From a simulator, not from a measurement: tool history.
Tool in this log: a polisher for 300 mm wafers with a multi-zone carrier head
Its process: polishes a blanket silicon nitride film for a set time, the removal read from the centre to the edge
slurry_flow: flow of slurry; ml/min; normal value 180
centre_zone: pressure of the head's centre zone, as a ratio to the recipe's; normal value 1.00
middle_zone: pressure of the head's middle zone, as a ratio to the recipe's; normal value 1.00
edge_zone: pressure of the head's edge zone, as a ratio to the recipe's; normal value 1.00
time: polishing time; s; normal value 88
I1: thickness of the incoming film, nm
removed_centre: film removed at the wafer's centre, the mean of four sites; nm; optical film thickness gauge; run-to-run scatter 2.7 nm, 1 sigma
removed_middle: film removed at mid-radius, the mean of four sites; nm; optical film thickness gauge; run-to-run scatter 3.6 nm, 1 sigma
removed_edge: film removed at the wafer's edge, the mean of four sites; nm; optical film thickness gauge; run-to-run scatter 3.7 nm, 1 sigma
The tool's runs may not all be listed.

{"run": 1, "hour": 0.0, "slurry_flow": 180, "centre_zone": 1.0, "middle_zone": 1.0, "edge_zone": 1.0, "time": 88, "I1": 718.4, "removed_centre": 234.8, "removed_middle": 236.2, "removed_edge": 240.2}
{"run": 2, "hour": 62.4, "slurry_flow": 180, "centre_zone": 1.0, "middle_zone": 1.0, "edge_zone": 1.0, "time": 88, "I1": 717.9, "removed_centre": 233.1, "removed_middle": 233.7, "removed_edge": 239.2}
{"hour": 76.5, "done": "worn pad replaced by a new one"}
{"run": 3, "hour": 85.3, "slurry_flow": 180, "centre_zone": 1.0, "middle_zone": 1.0, "edge_zone": 1.0, "time": 88, "I1": 719.6, "removed_centre": 230.8, "removed_middle": 233.2, "removed_edge": 233.8}
{"run": 4, "hour": 114.6, "slurry_flow": 180, "centre_zone": 1.0, "middle_zone": 1.04, "edge_zone": 1.0, "time": 88, "I1": 724.5, "removed_centre": 235.6, "removed_middle": 237.3, "removed_edge": 235.4}
{"run": 5, "hour": 184.1, "slurry_flow": 180, "centre_zone": 1.0, "middle_zone": 1.0, "edge_zone": 1.0, "time": 88, "I1": 707.9, "removed_centre": 229.2, "removed_middle": 235.1, "removed_edge": 238.8}
{"run": 6, "hour": 203.2, "slurry_flow": 180, "centre_zone": 1.0, "middle_zone": 1.0, "edge_zone": 1.0, "time": 88, "I1": 727.4, "removed_centre": 227.4, "removed_middle": 232.9, "removed_edge": 235.6}
{"hour": 226.1, "done": "worn pad replaced by a new one"}
{"run": 7, "hour": 234.9, "slurry_flow": 180, "centre_zone": 1.0, "middle_zone": 1.0, "edge_zone": 1.0, "time": 88, "I1": 713.3, "removed_centre": 225.9, "removed_middle": 229.5, "removed_edge": 234.8}
{"hour": 252.5, "done": "carrier head's membrane replaced by a new one"}
{"run": 8, "hour": 266.0, "slurry_flow": 180, "centre_zone": 1.0, "middle_zone": 1.0, "edge_zone": 1.0, "time": 88, "I1": 724.4, "removed_centre": 225.4, "removed_middle": 224.8, "removed_edge": 230.9}
{"run": 9, "hour": 285.7, "slurry_flow": 180, "centre_zone": 1.03, "middle_zone": 1.0, "edge_zone": 1.0, "time": 88, "I1": 707.0, "removed_centre": 232.4, "removed_middle": 226.0, "removed_edge": 226.4}
{"run": 10, "hour": 314.6, "slurry_flow": 180, "centre_zone": 1.0, "middle_zone": 1.0, "edge_zone": 1.0, "time": 88, "I1": 724.5, "removed_centre": 224.4, "removed_middle": 222.4, "removed_edge": 235.4}
{"run": 11, "hour": 343.0, "slurry_flow": 180, "centre_zone": 1.0, "middle_zone": 1.0, "edge_zone": 1.0, "time": 75, "I1": 731.9, "removed_centre": 192.5, "removed_middle": 190.0, "removed_edge": 202.7}
{"hour": 381.2, "done": "worn pad replaced by a new one"}
{"run": 12, "hour": 444.9, "slurry_flow": 135, "centre_zone": 1.04, "middle_zone": 1.0, "edge_zone": 1.03, "time": 96, "I1": 724.8, "removed_centre": 228.9, "removed_middle": 222.1, "removed_edge": 243.4}
{"run": 13, "hour": 461.8, "slurry_flow": 205, "centre_zone": 1.0, "middle_zone": 0.96, "edge_zone": 0.96, "time": 88, "I1": 732.6, "removed_centre": 234.0, "removed_middle": 228.3, "removed_edge": 235.5}
{"hour": 490.9, "done": "edge zone pressure recalibrated"}
{"hour": 518.5, "done": "centre zone pressure recalibrated"}
{"hour": 526.5, "done": "worn pad replaced by a new one"}
{"run": 14, "hour": 546.3, "slurry_flow": 130, "centre_zone": 1.0, "middle_zone": 1.0, "edge_zone": 1.0, "time": 88, "I1": 710.5, "removed_centre": 195.3, "removed_middle": 201.2, "removed_edge": 218.9}
{"run": 15, "hour": 563.4, "slurry_flow": 120, "centre_zone": 1.0, "middle_zone": 0.9, "edge_zone": 1.0, "time": 88, "I1": 731.1, "removed_centre": 189.8, "removed_middle": 179.4, "removed_edge": 214.0}
{"hour": 593.5, "done": "slurry nozzle cleaned"}
{"run": 16, "hour": 595.8, "slurry_flow": 180, "centre_zone": 1.1, "middle_zone": 1.0, "edge_zone": 1.0, "time": 88, "I1": 725.9, "removed_centre": 266.4, "removed_middle": 242.1, "removed_edge": 251.8}
{"run": 17, "hour": 628.6, "slurry_flow": 180, "centre_zone": 1.0, "middle_zone": 1.0, "edge_zone": 1.0, "time": 88, "I1": 720.6, "removed_centre": 240.6, "removed_middle": 241.8, "removed_edge": 244.7}
{"run": 18, "hour": 655.2, "slurry_flow": 180, "centre_zone": 0.96, "middle_zone": 1.0, "edge_zone": 1.0, "time": 88, "I1": 715.3, "removed_centre": 227.2, "removed_middle": 240.3, "removed_edge": 244.2}
{"hour": 668.4, "done": "worn pad replaced by a new one"}
{"run": 19, "hour": 690.6, "slurry_flow": 180, "centre_zone": 1.0, "middle_zone": 1.0, "edge_zone": 1.0, "time": 88, "I1": 720.7, "removed_centre": 241.6, "removed_middle": 233.9, "removed_edge": 240.6}
{"run": 20, "hour": 704.2, "slurry_flow": 180, "centre_zone": 1.04, "middle_zone": 0.91, "edge_zone": 1.0, "time": 88, "I1": 724.4, "removed_centre": 249.9, "removed_middle": 223.6, "removed_edge": 240.4}
{"run": 21, "hour": 728.1, "slurry_flow": 230, "centre_zone": 1.11, "middle_zone": 1.0, "edge_zone": 1.09, "time": 88, "I1": 721.0, "removed_centre": 276.0, "removed_middle": 255.6, "removed_edge": 259.9}
{"run": 22, "hour": 762.0, "slurry_flow": 180, "centre_zone": 1.0, "middle_zone": 1.0, "edge_zone": 1.0, "time": 88, "I1": 710.4, "removed_centre": 232.9, "removed_middle": 232.1, "removed_edge": 238.5}

Below, some changes in removed_centre between adjacent runs. For each, the amount present without the hidden state too (settings, incoming material, random variation) and the amount remaining for the hidden state with gauge scatter not shared by both compared results:
The hidden state here: removal rate lost through wear of the pad, %; slurry flow missing at the pad, %; deviation of the centre zone's pressure from its setpoint, %; deviation of the edge zone's pressure from its setpoint, %.
Run 11 -> 12: slurry_flow 180 -> 135, centre_zone 1.00 -> 1.04, edge_zone 1.00 -> 1.03, time 75 -> 96, worn pad replaced by a new one. removed_centre +36.4 nm: hidden state -14.1, all else +50.5.
Run 15 -> 16: slurry_flow 120 -> 180, centre_zone 1.00 -> 1.10, middle_zone 0.90 -> 1.00, slurry nozzle cleaned. removed_centre +76.6 nm: hidden state +31.1, all else +45.5.
Run 21 -> 22: slurry_flow 230 -> 180, centre_zone 1.11 -> 1.00, edge_zone 1.09 -> 1.00. removed_centre -43.1 nm: hidden state -2.3, all else -40.8.
